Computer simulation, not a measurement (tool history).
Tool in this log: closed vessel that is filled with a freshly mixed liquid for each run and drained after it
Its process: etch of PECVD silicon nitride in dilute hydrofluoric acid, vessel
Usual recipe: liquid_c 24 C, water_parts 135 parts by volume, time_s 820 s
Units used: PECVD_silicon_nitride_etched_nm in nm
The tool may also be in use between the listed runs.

run   hour  liquid_c  water_parts  time_s  wafers since the last listed run  hours since the thermometer was replaced  hours since the hydrofluoric acid flow meter was replaced  hours since the gauge calibration  read-back film thickness of the PECVD silicon nitride reference wafer, read on the same gauge (nm)  PECVD_silicon_nitride_etched_nm
  1      0        21          135     820                                 0                                     622.4                                                     1098.4                              825.6                                                                                               40.02                            19.64
  2   35.1        21          135     820                              2113                                     657.5                                                     1133.5                              860.7                                                                                               40.02                            19.61
  3     56        21          135     820                              1258                                     678.4                                                     1154.4                              881.6                                                                                               40.01                             19.8
  4   72.9        24          180     820                              1017                                     695.3                                                     1171.3                              898.5                                                                                               40.01                            17.95
  5   87.5        24          135     820                               878                                     709.9                                                     1185.9                              913.1                                                                                                  40                            23.75
  6  109.9      21.5          135     470                              1348                                     732.3                                                     1208.3                              935.5                                                                                                  40                            11.63
  7  145.9        24          135     950                              2167                                     768.3                                                     1244.3                              971.5                                                                                               40.02                            27.72
  8  160.6        24          135     820                               885                                       783                                                       1259                              986.2                                                                                                  40                            23.93
  9  187.5        24          135     820                              1619                                     809.9                                                     1285.9                             1013.1                                                                                               40.01                            23.82
     243.5  -- thermometer replaced
 10  260.9        24          135     820                              4358                                      17.4                                                     1359.3                             1086.5                                                                                                  40                            24.04
 11  283.9        24          135     820                              1384                                      40.4                                                     1382.3                             1109.5                                                                                                  40                            24.02
 12  308.3        24          135     820                              1469                                      64.8                                                     1406.7                             1133.9                                                                                                  40                            24.18
       327  -- gauge calibrated
 13  341.2      25.5          135     950                              1980                                      97.7                                                     1439.6                               14.2                                                                                               39.98                            30.63
 14  364.3        24          135     820                              1390                                     120.8                                                     1462.7                               37.3                                                                                                  40                            24.05
 15  381.9        24          135     820                              1059                                     138.4                                                     1480.3                               54.9                                                                                               39.98                            24.09
 16  408.1        24          135     820                              1577                                     164.6                                                     1506.5                               81.1                                                                                               39.99                            23.98
 17  432.1      26.5           70     585                              1444                                     188.6                                                     1530.5                              105.1                                                                                               40.01                            38.51
 18    465        24          135     820                              1980                                     221.5                                                     1563.4                                138                                                                                               40.02                            24.07
 19  497.2        24          135     820                              1938                                     253.7                                                     1595.6                              170.2                                                                                               40.01                            24.11
 20  518.5        29          135    1250                              1282                                       275                                                     1616.9                              191.5                                                                                                  40                            50.42
 21  554.4      27.5           90    1195                              2161                                     310.9                                                     1652.8                              227.4                                                                                                  40                            66.01
 22    577        24          100     475                              1360                                     333.5                                                     1675.4                                250                                                                                               39.99                            18.72
 23  592.3      19.5          110     410                               921                                     348.8                                                     1690.7                              265.3                                                                                               39.99                            10.88
 24  606.5        20          110     820                               854                                       363                                                     1704.9                              279.5                                                                                                  40                            22.54
 25  627.5        24          135     820                              1264                                       384                                                     1725.9                              300.5                                                                                                  40                            24.11
 26  642.2        24          115     820                               885                                     398.7                                                     1740.6                              315.2                                                                                               39.98                            28.25
     652.1  -- hydrofluoric acid flow meter replaced
 27  660.4        24          135     820                              1035                                     416.9                                                        8.3                              333.4                                                                                               40.01                            23.36
 28  695.4        19          195     485                              2107                                     451.9                                                       43.3                              368.4                                                                                               39.99                             6.95
 29  725.7        24          135     820                              1824                                     482.2                                                       73.6                              398.7                                                                                               39.99                            23.46
 30  754.5        22          205     985                              1733                                       511                                                      102.4                              427.5                                                                                                  40                            16.41
 31  857.2        24           80     820                              6183                                     613.7                                                      205.1                              530.2                                                                                                  40                            39.46
 32  876.8        21           65    1130                              1180                                     633.3                                                      224.7                              549.8                                                                                                  40                            54.16
 33  890.7        29          110     505                               836                                     647.2                                                      238.6                              563.7                                                                                               40.01                            24.49

3 options for the next run, each taken on its own from the tool as it stands now. Forecast them:
  A  891.6        24          135     820                                54                                     648.1                                                      239.5                              564.6                                                                                                   ?                                ?
  B  891.6        20           90     455                                54                                     648.1                                                      239.5                              564.6                                                                                                   ?                                ?
  C  891.6        26          135     585                                54                                     648.1                                                      239.5                              564.6                                                                                                   ?                                ?

run  read-back film thickness of the PECVD silicon nitride reference wafer, read on the same gauge (nm)  PECVD_silicon_nitride_etched_nm
  A                                                                                                  40                            23.51
  B                                                                                                  40                            14.88
  C                                                                                                  40                            19.08
With no hidden state in the tool, these same runs would have given:
run  PECVD_silicon_nitride_etched_nm
  A                            23.35
  B                            14.78
  C                            18.95

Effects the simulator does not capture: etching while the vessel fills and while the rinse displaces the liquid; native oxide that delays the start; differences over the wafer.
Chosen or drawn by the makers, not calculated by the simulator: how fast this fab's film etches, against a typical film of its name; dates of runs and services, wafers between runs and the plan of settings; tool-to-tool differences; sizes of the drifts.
